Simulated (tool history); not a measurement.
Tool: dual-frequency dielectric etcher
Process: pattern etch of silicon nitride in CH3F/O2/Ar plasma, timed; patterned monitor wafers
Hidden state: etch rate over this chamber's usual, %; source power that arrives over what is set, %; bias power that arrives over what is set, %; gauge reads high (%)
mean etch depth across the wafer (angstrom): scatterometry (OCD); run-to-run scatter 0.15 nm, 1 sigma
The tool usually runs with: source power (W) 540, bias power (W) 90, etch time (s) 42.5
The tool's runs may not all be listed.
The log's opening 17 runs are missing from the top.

run,day,source power (W),bias power (W),etch time (s),wafers since the last listed run,hours since the last wet clean,hours since the last source power generator calibration,hours since the last bias power generator calibration,hours since the last upper electrode change,hours since the gauge calibration,"read-back reference wafer on the same gauge, depth_nm",mean etch depth across the wafer (angstrom)
18,10.775,680,100,42.5,114,118.7,107.5,90.3,233.2,67.6,33.69,427.4
19,11.096,540,83,42.5,53,126.4,115.2,98.0,240.9,75.3,33.69,358.0
20,11.496,470,77,53.0,67,136.0,124.8,107.6,250.5,84.9,33.70,396.0
21,12.217,540,90,42.5,121,153.3,142.1,124.9,267.8,102.2,33.72,363.3
22,12.696,540,72,31.5,80,164.8,153.6,136.4,279.3,113.7,33.68,252.1
23,13.188,540,90,42.5,82,176.6,165.4,148.2,291.1,125.5,33.73,369.6
24,13.833,540,90,33.0,108,192.1,180.9,163.7,306.6,141.0,33.73,283.9
25,15.742,540,90,36.0,320,237.9,226.7,209.5,352.4,186.8,33.68,312.7
26,16.358,650,98,51.0,103,252.7,241.5,224.3,367.2,201.6,33.68,503.6
27,16.958,600,81,34.5,100,267.1,255.9,238.7,381.6,216.0,33.71,306.3
28,17.596,410,96,54.5,107,282.4,271.2,254.0,396.9,231.3,33.67,411.4
29,18.112,540,90,42.5,86,294.8,283.6,266.4,409.3,243.7,33.68,372.2
30,19.812,540,90,42.5,285,335.6,324.4,307.2,450.1,284.5,33.71,372.9

Consider 4 possible next runs. They are alternatives, not a sequence: every one starts from the tool as it was left by run 30. What does each give?
A,19.829,540,90,42.5,2,336.0,324.8,307.6,450.5,284.9,?,?
B,19.829,640,106,38.0,2,336.0,324.8,307.6,450.5,284.9,?,?
C,19.829,480,90,50.0,2,336.0,324.8,307.6,450.5,284.9,?,?
D,19.829,620,83,33.5,2,336.0,324.8,307.6,450.5,284.9,?,?

run,"read-back reference wafer on the same gauge, depth_nm",mean etch depth across the wafer (angstrom)
A,33.67,373.7
B,33.67,386.6
C,33.67,410.4
D,33.67,310.0
Stripped of hidden state, with their random variation kept, the same runs would have yielded:
run,mean etch depth across the wafer (angstrom)
A,360.6
B,373.0
C,396.0
D,299.2
